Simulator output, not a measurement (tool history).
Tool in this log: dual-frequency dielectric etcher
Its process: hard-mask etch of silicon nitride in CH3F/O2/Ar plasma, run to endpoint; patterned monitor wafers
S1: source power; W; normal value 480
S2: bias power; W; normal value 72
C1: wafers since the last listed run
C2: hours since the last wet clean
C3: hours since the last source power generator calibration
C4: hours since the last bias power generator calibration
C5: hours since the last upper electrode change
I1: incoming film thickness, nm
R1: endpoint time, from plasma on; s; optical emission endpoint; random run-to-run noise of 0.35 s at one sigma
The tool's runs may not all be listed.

{"run": 1, "hour": 0.0, "S1": 510, "S2": 72, "C1": 0, "C2": 182.4, "C3": 1808.4, "C4": 1230.4, "C5": 2767.0, "I1": 33.0, "R1": 41.7}
{"run": 2, "hour": 68.9, "S1": 510, "S2": 72, "C1": 682, "C2": 251.3, "C3": 1877.3, "C4": 1299.3, "C5": 2835.9, "I1": 33.29, "R1": 42.8}
{"run": 3, "hour": 153.4, "S1": 480, "S2": 82, "C1": 837, "C2": 335.8, "C3": 1961.8, "C4": 1383.8, "C5": 2920.4, "I1": 33.14, "R1": 43.0}
{"run": 4, "hour": 200.8, "S1": 480, "S2": 72, "C1": 469, "C2": 383.2, "C3": 2009.2, "C4": 1431.2, "C5": 2967.8, "I1": 32.87, "R1": 43.6}
{"hour": 247.0, "done": "wet clean of the chamber"}
{"run": 5, "hour": 273.1, "S1": 570, "S2": 72, "C1": 478, "C2": 26.1, "C3": 2081.5, "C4": 1503.5, "C5": 3040.1, "I1": 32.79, "R1": 42.1}
{"run": 6, "hour": 331.3, "S1": 570, "S2": 72, "C1": 576, "C2": 84.3, "C3": 2139.7, "C4": 1561.7, "C5": 3098.3, "I1": 32.92, "R1": 42.3}
{"run": 7, "hour": 375.3, "S1": 570, "S2": 72, "C1": 436, "C2": 128.3, "C3": 2183.7, "C4": 1605.7, "C5": 3142.3, "I1": 32.75, "R1": 42.1}
{"run": 8, "hour": 417.0, "S1": 390, "S2": 61, "C1": 413, "C2": 170.0, "C3": 2225.4, "C4": 1647.4, "C5": 3184.0, "I1": 33.08, "R1": 52.4}
{"hour": 506.5, "done": "upper electrode replaced"}
{"run": 9, "hour": 521.7, "S1": 390, "S2": 61, "C1": 799, "C2": 274.7, "C3": 2330.1, "C4": 1752.1, "C5": 15.2, "I1": 32.83, "R1": 51.5}
{"hour": 560.5, "done": "wet clean of the chamber, repeated, since the last time left the tool worse"}
{"run": 10, "hour": 570.9, "S1": 480, "S2": 72, "C1": 249, "C2": 10.4, "C3": 2379.3, "C4": 1801.3, "C5": 64.4, "I1": 32.55, "R1": 41.6}
{"hour": 604.3, "done": "bias power generator calibrated"}
{"hour": 668.0, "done": "source power generator calibrated"}
{"run": 11, "hour": 678.5, "S1": 480, "S2": 72, "C1": 987, "C2": 118.0, "C3": 10.5, "C4": 74.2, "C5": 172.0, "I1": 32.87, "R1": 42.7}
{"run": 12, "hour": 745.8, "S1": 480, "S2": 72, "C1": 667, "C2": 185.3, "C3": 77.8, "C4": 141.5, "C5": 239.3, "I1": 32.94, "R1": 42.9}
{"run": 13, "hour": 831.5, "S1": 520, "S2": 66, "C1": 849, "C2": 271.0, "C3": 163.5, "C4": 227.2, "C5": 325.0, "I1": 32.99, "R1": 42.7}
{"run": 14, "hour": 900.2, "S1": 440, "S2": 67, "C1": 680, "C2": 339.7, "C3": 232.2, "C4": 295.9, "C5": 393.7, "I1": 32.5, "R1": 45.3}
{"run": 15, "hour": 970.0, "S1": 370, "S2": 58, "C1": 691, "C2": 409.5, "C3": 302.0, "C4": 365.7, "C5": 463.5, "I1": 33.06, "R1": 52.0}
{"hour": 994.3, "done": "wet clean of the chamber"}
{"run": 16, "hour": 1016.7, "S1": 540, "S2": 77, "C1": 225, "C2": 22.4, "C3": 348.7, "C4": 412.4, "C5": 510.2, "I1": 32.85, "R1": 39.6}
{"run": 17, "hour": 1053.6, "S1": 590, "S2": 64, "C1": 365, "C2": 59.3, "C3": 385.6, "C4": 449.3, "C5": 547.1, "I1": 32.99, "R1": 40.6}
{"run": 18, "hour": 1106.0, "S1": 480, "S2": 72, "C1": 519, "C2": 111.7, "C3": 438.0, "C4": 501.7, "C5": 599.5, "I1": 32.73, "R1": 42.9}
{"run": 19, "hour": 1176.3, "S1": 480, "S2": 72, "C1": 696, "C2": 182.0, "C3": 508.3, "C4": 572.0, "C5": 669.8, "I1": 32.71, "R1": 43.0}
{"run": 20, "hour": 1225.0, "S1": 480, "S2": 72, "C1": 482, "C2": 230.7, "C3": 557.0, "C4": 620.7, "C5": 718.5, "I1": 32.93, "R1": 43.6}
{"run": 21, "hour": 1283.4, "S1": 390, "S2": 86, "C1": 578, "C2": 289.1, "C3": 615.4, "C4": 679.1, "C5": 776.9, "I1": 32.77, "R1": 44.5}
{"run": 22, "hour": 1325.2, "S1": 480, "S2": 84, "C1": 414, "C2": 330.9, "C3": 657.2, "C4": 720.9, "C5": 818.7, "I1": 32.71, "R1": 41.4}
{"hour": 1402.6, "done": "wet clean of the chamber"}
{"run": 23, "hour": 1403.1, "S1": 440, "S2": 66, "C1": 534, "C2": 0.5, "C3": 735.1, "C4": 798.8, "C5": 896.6, "I1": 32.69, "R1": 44.8}
{"run": 24, "hour": 1454.9, "S1": 390, "S2": 77, "C1": 513, "C2": 52.3, "C3": 786.9, "C4": 850.6, "C5": 948.4, "I1": 32.74, "R1": 45.8}

Predict each of these 5 candidate next runs independently; none follows another, all start after run 24:
{"run": "A", "hour": 1455.3, "S1": 480, "S2": 59, "C1": 3, "C2": 52.7, "C3": 787.3, "C4": 851.0, "C5": 948.8, "I1": 32.81, "R1": "?"}
{"run": "B", "hour": 1455.3, "S1": 370, "S2": 86, "C1": 3, "C2": 52.7, "C3": 787.3, "C4": 851.0, "C5": 948.8, "I1": 32.81, "R1": "?"}
{"run": "C", "hour": 1455.3, "S1": 590, "S2": 59, "C1": 3, "C2": 52.7, "C3": 787.3, "C4": 851.0, "C5": 948.8, "I1": 32.81, "R1": "?"}
{"run": "D", "hour": 1455.3, "S1": 440, "S2": 83, "C1": 3, "C2": 52.7, "C3": 787.3, "C4": 851.0, "C5": 948.8, "I1": 32.81, "R1": "?"}
{"run": "E", "hour": 1455.3, "S1": 410, "S2": 65, "C1": 3, "C2": 52.7, "C3": 787.3, "C4": 851.0, "C5": 948.8, "I1": 32.81, "R1": "?"}

run=A R1=44.9
run=B R1=45.5
run=C R1=41.1
run=D R1=42.6
run=E R1=47.0
The same runs, with their run-to-run variation unchanged, on a tool lacking any hidden condition would have given:
run=A R1=44.8
run=B R1=45.3
run=C R1=41.0
run=D R1=42.4
run=E R1=46.8

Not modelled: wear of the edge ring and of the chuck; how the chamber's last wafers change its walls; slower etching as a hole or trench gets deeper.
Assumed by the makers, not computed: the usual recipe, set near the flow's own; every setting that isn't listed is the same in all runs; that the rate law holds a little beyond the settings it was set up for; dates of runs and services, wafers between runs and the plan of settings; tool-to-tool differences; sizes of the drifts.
